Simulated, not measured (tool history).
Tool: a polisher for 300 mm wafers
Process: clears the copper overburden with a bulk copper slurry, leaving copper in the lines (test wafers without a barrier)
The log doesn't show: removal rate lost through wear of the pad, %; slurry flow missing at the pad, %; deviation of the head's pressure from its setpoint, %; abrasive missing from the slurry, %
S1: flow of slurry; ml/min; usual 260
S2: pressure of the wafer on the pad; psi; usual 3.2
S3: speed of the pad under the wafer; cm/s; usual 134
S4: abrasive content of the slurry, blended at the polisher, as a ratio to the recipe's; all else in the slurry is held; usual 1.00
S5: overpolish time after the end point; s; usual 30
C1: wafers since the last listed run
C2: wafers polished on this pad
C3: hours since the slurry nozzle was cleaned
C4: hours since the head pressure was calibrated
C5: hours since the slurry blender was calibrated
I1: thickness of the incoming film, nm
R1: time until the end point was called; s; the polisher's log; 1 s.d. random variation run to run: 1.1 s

| run | hour | S1 | S2 | S3 | S4 | S5 | C1 | C2 | C3 | C4 | C5 | I1 | R1 |
|---|---|---|---|---|---|---|---|---|---|---|---|---|---|
| 1 | 0.0 | 260 | 3.2 | 134 | 1.00 | 30 | 0 | 1621 | 217.2 | 600.3 | 146.7 | 1242.7 | 106.4 |
| 2 | 78.7 | 260 | 3.2 | 134 | 1.00 | 30 | 760 | 2381 | 295.9 | 679.0 | 225.4 | 1235.0 | 108.5 |
| 3 | 127.7 | 260 | 3.2 | 134 | 1.00 | 30 | 473 | 2854 | 344.9 | 728.0 | 274.4 | 1231.3 | 107.7 |
|  | 154.2 | worn pad replaced by a new one |
| 4 | 193.5 | 260 | 3.2 | 134 | 1.00 | 40 | 596 | 379 | 410.7 | 793.8 | 340.2 | 1245.9 | 99.3 |
|  | 254.2 | slurry blender recalibrated |
| 5 | 265.3 | 260 | 3.2 | 134 | 1.00 | 40 | 674 | 1053 | 482.5 | 865.6 | 11.1 | 1238.7 | 106.3 |
| 6 | 336.1 | 260 | 3.2 | 134 | 1.00 | 40 | 683 | 1737 | 553.3 | 936.4 | 81.9 | 1243.5 | 108.5 |
|  | 422.1 | worn pad replaced by a new one |
| 7 | 422.6 | 260 | 3.2 | 134 | 1.00 | 30 | 796 | 4 | 639.8 | 1022.9 | 168.4 | 1234.7 | 96.7 |
| 8 | 459.8 | 260 | 3.2 | 134 | 1.00 | 30 | 359 | 363 | 677.0 | 1060.1 | 205.6 | 1253.0 | 102.3 |
| 9 | 527.4 | 260 | 3.2 | 134 | 1.00 | 30 | 652 | 1016 | 744.6 | 1127.7 | 273.2 | 1231.1 | 104.9 |
|  | 534.9 | slurry nozzle cleaned |
|  | 577.4 | slurry blender recalibrated |
| 10 | 619.7 | 260 | 3.2 | 134 | 1.00 | 30 | 862 | 1878 | 84.8 | 1220.0 | 42.3 | 1244.3 | 108.2 |
| 11 | 674.7 | 260 | 2.4 | 134 | 0.75 | 21 | 531 | 2409 | 139.8 | 1275.0 | 97.3 | 1254.8 | 138.7 |
|  | 701.1 | head pressure recalibrated |
|  | 746.2 | worn pad replaced by a new one |
| 12 | 752.8 | 260 | 3.2 | 134 | 1.30 | 30 | 696 | 63 | 217.9 | 51.7 | 175.4 | 1227.5 | 92.0 |
| 13 | 790.8 | 260 | 3.2 | 134 | 1.00 | 30 | 366 | 430 | 255.9 | 89.7 | 213.4 | 1248.0 | 102.4 |
| 14 | 892.4 | 260 | 3.6 | 106 | 0.75 | 39 | 981 | 1411 | 357.5 | 191.3 | 315.0 | 1216.9 | 132.4 |
| 15 | 946.1 | 260 | 4.1 | 158 | 1.30 | 41 | 518 | 1930 | 411.2 | 245.0 | 368.7 | 1249.5 | 74.9 |
|  | 953.0 | slurry blender recalibrated |
|  | 1010.7 | worn pad replaced by a new one |
| 16 | 1028.7 | 315 | 3.2 | 170 | 0.90 | 23 | 739 | 174 | 493.8 | 327.6 | 75.7 | 1252.4 | 79.2 |
| 17 | 1103.0 | 260 | 3.6 | 134 | 1.10 | 30 | 717 | 891 | 568.1 | 401.9 | 150.0 | 1227.6 | 94.2 |
|  | 1238.9 | slurry nozzle cleaned |
|  | 1302.9 | slurry blender recalibrated |
|  | 1310.7 | worn pad replaced by a new one |
| 18 | 1415.0 | 235 | 3.2 | 168 | 1.00 | 30 | 2945 | 1007 | 176.1 | 713.9 | 112.1 | 1254.9 | 86.4 |
| 19 | 1463.5 | 260 | 3.2 | 134 | 1.00 | 30 | 468 | 1475 | 224.6 | 762.4 | 160.6 | 1235.4 | 106.9 |

Forecast each of these 3 alternatives for the next run:
| A | 1464.0 | 260 | 3.2 | 156 | 1.00 | 30 | 4 | 1480 | 225.1 | 762.9 | 161.1 | 1248.5 | ? |
| B | 1464.0 | 260 | 3.2 | 134 | 1.00 | 41 | 4 | 1480 | 225.1 | 762.9 | 161.1 | 1248.5 | ? |
| C | 1464.0 | 260 | 3.2 | 150 | 1.10 | 19 | 4 | 1480 | 225.1 | 762.9 | 161.1 | 1248.5 | ? |

| run | R1 |
|---|---|
| A | 94.0 |
| B | 109.4 |
| C | 95.6 |
Take away the tool's hidden state, keep each run's random variation, and the runs would have read:
| run | R1 |
|---|---|
| A | 82.8 |
| B | 96.4 |
| C | 84.2 |
